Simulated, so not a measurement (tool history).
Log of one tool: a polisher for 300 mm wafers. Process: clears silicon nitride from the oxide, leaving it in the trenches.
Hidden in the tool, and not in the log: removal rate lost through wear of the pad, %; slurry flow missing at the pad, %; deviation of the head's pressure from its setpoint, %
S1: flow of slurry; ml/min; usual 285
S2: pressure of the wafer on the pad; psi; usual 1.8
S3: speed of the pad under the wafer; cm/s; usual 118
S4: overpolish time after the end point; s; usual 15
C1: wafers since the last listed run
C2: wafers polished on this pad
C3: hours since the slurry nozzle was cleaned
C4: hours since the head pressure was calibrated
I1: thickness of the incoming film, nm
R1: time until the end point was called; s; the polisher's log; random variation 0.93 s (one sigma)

run,day,S1,S2,S3,S4,C1,C2,C3,C4,I1,R1
1,0.000,285,1.8,84,15,0,4275,276.1,863.7,65.1,145.3
2,3.804,250,1.8,118,15,893,5169,367.4,955.0,65.7,104.7
# day 5.258: head pressure recalibrated
# day 5.383: worn pad replaced by a new one
3,6.517,250,1.8,118,15,588,266,432.5,30.2,64.8,102.8
# day 16.538: slurry nozzle cleaned
4,17.458,285,1.8,118,15,2561,2827,22.1,292.8,65.9,103.7
5,20.929,285,1.8,118,15,815,3643,105.4,376.1,65.7,104.4
6,24.258,285,1.8,118,15,782,4425,185.3,456.0,65.7,104.7
7,28.542,285,2.2,86,15,1006,5431,288.1,558.8,63.9,117.7
8,30.579,285,2.2,86,15,478,5910,337.0,607.7,65.1,119.6
# day 33.433: worn pad replaced by a new one
9,34.625,285,2.2,86,15,911,279,434.1,704.8,66.2,123.8
10,36.629,285,1.8,118,11,470,750,482.2,752.9,63.7,102.0
11,40.771,285,1.8,118,15,973,1723,581.6,852.3,66.2,104.0
# day 41.221: slurry nozzle cleaned
12,45.254,285,1.8,118,15,1043,2767,96.8,959.9,65.5,103.5
# day 47.975: head pressure recalibrated
13,47.996,245,1.8,118,15,624,3392,162.6,0.5,65.7,104.9
14,50.700,245,1.8,118,15,635,4027,227.5,65.4,64.7,105.5
15,53.067,245,1.8,118,15,556,4583,284.3,122.2,66.3,107.3
16,55.246,285,1.8,150,15,512,5095,336.6,174.5,65.3,81.6
17,58.396,345,1.2,138,15,740,5835,412.2,250.1,65.2,121.7
18,61.433,285,2.1,118,22,713,6549,485.1,323.0,65.5,89.5
# day 63.992: worn pad replaced by a new one
19,65.267,190,2.0,160,15,861,300,577.1,415.0,64.4,71.1
20,67.017,285,2.2,86,15,411,711,619.1,457.0,66.2,119.2
# day 69.617: slurry nozzle cleaned
21,70.008,230,1.6,118,15,693,1404,9.4,528.8,64.2,113.9
22,71.512,190,2.0,160,15,353,1757,45.5,564.9,64.2,72.0
23,75.104,285,2.2,118,7,843,2601,131.7,651.1,65.0,88.1
24,76.638,325,2.4,82,22,360,2961,168.5,687.9,65.1,114.8
25,78.467,285,1.8,118,15,429,3391,212.4,731.8,65.8,105.0
26,81.862,285,1.8,136,15,797,4189,293.9,813.3,65.3,91.4
27,84.950,220,1.8,106,15,725,4914,368.0,887.4,65.7,118.5
# day 87.429: head pressure recalibrated
# day 89.438: worn pad replaced by a new one
28,91.783,195,1.2,158,9,1546,551,532.0,104.5,65.8,111.8
29,94.625,220,1.4,158,11,667,1218,600.2,172.7,65.5,99.1
# day 96.542: slurry nozzle cleaned
30,96.708,285,1.8,118,8,479,1698,4.0,222.7,64.4,100.9
31,104.112,285,1.5,118,24,1739,3438,181.7,400.4,64.2,117.9
32,107.258,310,2.2,98,22,739,4177,257.2,475.9,65.4,104.9
33,111.579,350,1.8,118,15,1015,5192,360.9,579.6,66.2,102.1
34,115.475,350,1.8,104,15,915,6107,454.4,673.1,64.6,114.1
# day 118.296: worn pad replaced by a new one
35,118.904,285,1.8,118,15,766,142,536.7,755.4,64.5,102.4
36,121.112,285,1.4,158,15,518,661,589.7,808.4,64.6,94.5
# day 124.404: head pressure recalibrated
37,124.679,285,1.8,76,15,818,1480,675.3,6.6,65.4,159.0

What the log doesn't show, run by run:
removal rate lost through wear of the pad, %: 0 in every run
slurry flow missing at the pad, %: 0 in every run
deviation of the head's pressure from its setpoint, %: 0 in every run
